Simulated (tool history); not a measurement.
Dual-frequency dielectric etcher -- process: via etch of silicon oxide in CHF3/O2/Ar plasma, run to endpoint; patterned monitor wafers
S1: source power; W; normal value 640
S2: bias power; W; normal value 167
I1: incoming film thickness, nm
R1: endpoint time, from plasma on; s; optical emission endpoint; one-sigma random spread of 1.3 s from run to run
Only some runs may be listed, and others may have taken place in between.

{"run": 1, "hour": 0.0, "S1": 640, "S2": 167, "I1": 454.7, "R1": 204.4}
{"run": 2, "hour": 33.1, "S1": 640, "S2": 167, "I1": 453.9, "R1": 202.4}
{"run": 3, "hour": 56.1, "S1": 640, "S2": 167, "I1": 453.7, "R1": 201.3}
{"run": 4, "hour": 82.7, "S1": 740, "S2": 167, "I1": 453.1, "R1": 190.7}
{"run": 5, "hour": 98.8, "S1": 740, "S2": 167, "I1": 448.0, "R1": 188.4}
{"run": 6, "hour": 130.1, "S1": 640, "S2": 135, "I1": 451.9, "R1": 211.8}
{"run": 7, "hour": 152.3, "S1": 640, "S2": 135, "I1": 453.4, "R1": 213.4}
{"run": 8, "hour": 187.1, "S1": 680, "S2": 158, "I1": 450.3, "R1": 198.9}
{"run": 9, "hour": 219.9, "S1": 680, "S2": 158, "I1": 450.6, "R1": 196.7}
{"hour": 248.0, "done": "wet clean of the chamber"}
{"run": 10, "hour": 248.5, "S1": 640, "S2": 167, "I1": 455.4, "R1": 209.2}
{"run": 11, "hour": 257.5, "S1": 640, "S2": 167, "I1": 452.5, "R1": 205.9}
{"hour": 286.4, "done": "bias power generator calibrated"}
{"run": 12, "hour": 286.9, "S1": 800, "S2": 208, "I1": 451.6, "R1": 177.0}
{"hour": 344.4, "done": "source power generator calibrated"}
{"run": 13, "hour": 387.2, "S1": 480, "S2": 178, "I1": 451.0, "R1": 213.9}
{"run": 14, "hour": 410.7, "S1": 760, "S2": 141, "I1": 453.4, "R1": 201.0}
{"run": 15, "hour": 424.4, "S1": 490, "S2": 167, "I1": 455.0, "R1": 219.7}
{"run": 16, "hour": 438.1, "S1": 730, "S2": 142, "I1": 447.3, "R1": 200.0}
{"hour": 480.6, "done": "upper electrode replaced"}
{"run": 17, "hour": 481.1, "S1": 640, "S2": 167, "I1": 450.4, "R1": 199.2}
{"run": 18, "hour": 481.5, "S1": 700, "S2": 167, "I1": 448.8, "R1": 193.5}
{"run": 19, "hour": 494.8, "S1": 640, "S2": 167, "I1": 448.2, "R1": 199.0}
{"run": 20, "hour": 517.2, "S1": 760, "S2": 167, "I1": 450.3, "R1": 189.2}
{"run": 21, "hour": 546.6, "S1": 760, "S2": 141, "I1": 450.8, "R1": 199.4}
{"run": 22, "hour": 564.6, "S1": 640, "S2": 167, "I1": 450.9, "R1": 196.5}
{"run": 23, "hour": 619.9, "S1": 780, "S2": 145, "I1": 454.8, "R1": 194.7}

Each row is a separate what-if for the run after 23, all from the same tool condition, not one after another. Results?
{"run": "A", "hour": 620.4, "S1": 640, "S2": 167, "I1": 456.7, "R1": "?"}
{"run": "B", "hour": 620.4, "S1": 760, "S2": 197, "I1": 456.7, "R1": "?"}
{"run": "C", "hour": 620.4, "S1": 640, "S2": 128, "I1": 456.7, "R1": "?"}
{"run": "D", "hour": 620.4, "S1": 750, "S2": 135, "I1": 456.7, "R1": "?"}
{"run": "E", "hour": 620.4, "S1": 730, "S2": 196, "I1": 456.7, "R1": "?"}

run=A R1=199.4
run=B R1=179.5
run=C R1=216.1
run=D R1=202.4
run=E R1=182.0
The same runs, with their run-to-run variation unchanged, on a tool lacking any hidden condition would have given:
run=A R1=208.0
run=B R1=187.2
run=C R1=225.4
run=D R1=211.1
run=E R1=189.9
